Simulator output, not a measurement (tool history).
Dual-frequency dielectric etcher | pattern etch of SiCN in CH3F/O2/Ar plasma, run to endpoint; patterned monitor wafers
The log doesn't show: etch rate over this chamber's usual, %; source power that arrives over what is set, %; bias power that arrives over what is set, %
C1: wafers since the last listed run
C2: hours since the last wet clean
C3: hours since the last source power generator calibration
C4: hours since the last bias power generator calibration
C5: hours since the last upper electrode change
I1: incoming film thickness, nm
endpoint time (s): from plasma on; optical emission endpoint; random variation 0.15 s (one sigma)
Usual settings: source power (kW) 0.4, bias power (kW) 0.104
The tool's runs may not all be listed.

run 1 hour=0 | source_power_(kW)=0.4 bias_power_(kW)=0.104 | C1=0 C2=422.2 C3=1326.8 C4=3181.1 C5=1968.5 | I1=6.8 | endpoint_time_(s)=16.8
run 2 hour=62.7 | source_power_(kW)=0.4 bias_power_(kW)=0.104 | C1=602 C2=484.9 C3=1389.5 C4=3243.8 C5=2031.2 | I1=6.89 | endpoint_time_(s)=16.9
run 3 hour=97.8 | source_power_(kW)=0.4 bias_power_(kW)=0.104 | C1=337 C2=520 C3=1424.6 C4=3278.9 C5=2066.3 | I1=6.76 | endpoint_time_(s)=16.6
-- hour=172.1 wet clean of the chamber
run 4 hour=172.6 | source_power_(kW)=0.4 bias_power_(kW)=0.104 | C1=487 C2=0.5 C3=1499.4 C4=3353.7 C5=2141.1 | I1=6.77 | endpoint_time_(s)=16.9
run 5 hour=222.4 | source_power_(kW)=0.45 bias_power_(kW)=0.114 | C1=478 C2=50.3 C3=1549.2 C4=3403.5 C5=2190.9 | I1=6.83 | endpoint_time_(s)=15.7
run 6 hour=265.8 | source_power_(kW)=0.45 bias_power_(kW)=0.114 | C1=416 C2=93.7 C3=1592.6 C4=3446.9 C5=2234.3 | I1=6.78 | endpoint_time_(s)=15.6
run 7 hour=309.7 | source_power_(kW)=0.45 bias_power_(kW)=0.114 | C1=421 C2=137.6 C3=1636.5 C4=3490.8 C5=2278.2 | I1=6.83 | endpoint_time_(s)=15.7
run 8 hour=348.8 | source_power_(kW)=0.47 bias_power_(kW)=0.123 | C1=375 C2=176.7 C3=1675.6 C4=3529.9 C5=2317.3 | I1=6.78 | endpoint_time_(s)=14.8
run 9 hour=420.4 | source_power_(kW)=0.47 bias_power_(kW)=0.123 | C1=687 C2=248.3 C3=1747.2 C4=3601.5 C5=2388.9 | I1=6.81 | endpoint_time_(s)=14.9
run 10 hour=462.9 | source_power_(kW)=0.47 bias_power_(kW)=0.123 | C1=408 C2=290.8 C3=1789.7 C4=3644 C5=2431.4 | I1=6.8 | endpoint_time_(s)=14.8
run 11 hour=492.5 | source_power_(kW)=0.4 bias_power_(kW)=0.104 | C1=284 C2=320.4 C3=1819.3 C4=3673.6 C5=2461 | I1=6.84 | endpoint_time_(s)=16.8
run 12 hour=523.3 | source_power_(kW)=0.4 bias_power_(kW)=0.104 | C1=295 C2=351.2 C3=1850.1 C4=3704.4 C5=2491.8 | I1=6.81 | endpoint_time_(s)=16.8
-- hour=564.5 bias power generator calibrated
run 13 hour=686.3 | source_power_(kW)=0.35 bias_power_(kW)=0.126 | C1=1527 C2=514.2 C3=2013.1 C4=121.8 C5=2654.8 | I1=6.72 | endpoint_time_(s)=16.1
-- hour=732 upper electrode replaced
-- hour=739.9 source power generator calibrated
-- hour=748.5 wet clean of the chamber
run 14 hour=749 | source_power_(kW)=0.37 bias_power_(kW)=0.084 | C1=250 C2=0.5 C3=9.1 C4=184.5 C5=17 | I1=6.74 | endpoint_time_(s)=17.8
run 15 hour=789.6 | source_power_(kW)=0.4 bias_power_(kW)=0.104 | C1=389 C2=41.1 C3=49.7 C4=225.1 C5=57.6 | I1=6.9 | endpoint_time_(s)=16.2
run 16 hour=856.9 | source_power_(kW)=0.37 bias_power_(kW)=0.092 | C1=646 C2=108.4 C3=117 C4=292.4 C5=124.9 | I1=6.8 | endpoint_time_(s)=17.2
run 17 hour=884.4 | source_power_(kW)=0.45 bias_power_(kW)=0.104 | C1=264 C2=135.9 C3=144.5 C4=319.9 C5=152.4 | I1=6.77 | endpoint_time_(s)=15.1
run 18 hour=926.1 | source_power_(kW)=0.3 bias_power_(kW)=0.118 | C1=400 C2=177.6 C3=186.2 C4=361.6 C5=194.1 | I1=6.75 | endpoint_time_(s)=16.6
-- hour=967.9 wet clean of the chamber, repeated, since the last time left the tool worse
run 19 hour=968.4 | source_power_(kW)=0.4 bias_power_(kW)=0.104 | C1=175 C2=0.5 C3=228.5 C4=403.9 C5=236.4 | I1=6.8 | endpoint_time_(s)=16.8
run 20 hour=1030.9 | source_power_(kW)=0.33 bias_power_(kW)=0.119 | C1=600 C2=63 C3=291 C4=466.4 C5=298.9 | I1=6.83 | endpoint_time_(s)=17.5
run 21 hour=1068.9 | source_power_(kW)=0.4 bias_power_(kW)=0.104 | C1=365 C2=101 C3=329 C4=504.4 C5=336.9 | I1=6.72 | endpoint_time_(s)=16.6
run 22 hour=1132.7 | source_power_(kW)=0.47 bias_power_(kW)=0.104 | C1=612 C2=164.8 C3=392.8 C4=568.2 C5=400.7 | I1=6.81 | endpoint_time_(s)=16
run 23 hour=1305.3 | source_power_(kW)=0.47 bias_power_(kW)=0.123 | C1=1657 C2=337.4 C3=565.4 C4=740.8 C5=573.3 | I1=6.82 | endpoint_time_(s)=14.7
run 24 hour=1374.8 | source_power_(kW)=0.47 bias_power_(kW)=0.123 | C1=667 C2=406.9 C3=634.9 C4=810.3 C5=642.8 | I1=6.86 | endpoint_time_(s)=14.7
run 25 hour=1421 | source_power_(kW)=0.34 bias_power_(kW)=0.118 | C1=443 C2=453.1 C3=681.1 C4=856.5 C5=689 | I1=6.82 | endpoint_time_(s)=16.8

Forecast each of these 5 alternatives for the next run:
run A hour=1421.4 | source_power_(kW)=0.36 bias_power_(kW)=0.104 | C1=3 C2=453.5 C3=681.5 C4=856.9 C5=689.4 | I1=6.75 | endpoint_time_(s)=?
run B hour=1421.4 | source_power_(kW)=0.48 bias_power_(kW)=0.087 | C1=3 C2=453.5 C3=681.5 C4=856.9 C5=689.4 | I1=6.75 | endpoint_time_(s)=?
run C hour=1421.4 | source_power_(kW)=0.32 bias_power_(kW)=0.124 | C1=3 C2=453.5 C3=681.5 C4=856.9 C5=689.4 | I1=6.75 | endpoint_time_(s)=?
run D hour=1421.4 | source_power_(kW)=0.37 bias_power_(kW)=0.097 | C1=3 C2=453.5 C3=681.5 C4=856.9 C5=689.4 | I1=6.75 | endpoint_time_(s)=?
run E hour=1421.4 | source_power_(kW)=0.4 bias_power_(kW)=0.092 | C1=3 C2=453.5 C3=681.5 C4=856.9 C5=689.4 | I1=6.75 | endpoint_time_(s)=?

run=A endpoint_time_(s)=16.9
run=B endpoint_time_(s)=16.3
run=C endpoint_time_(s)=16.5
run=D endpoint_time_(s)=17.2
run=E endpoint_time_(s)=17.1
Without the tool's hidden state the same runs would have given:
run=A endpoint_time_(s)=17.4
run=B endpoint_time_(s)=16.7
run=C endpoint_time_(s)=16.9
run=D endpoint_time_(s)=17.7
run=E endpoint_time_(s)=17.5
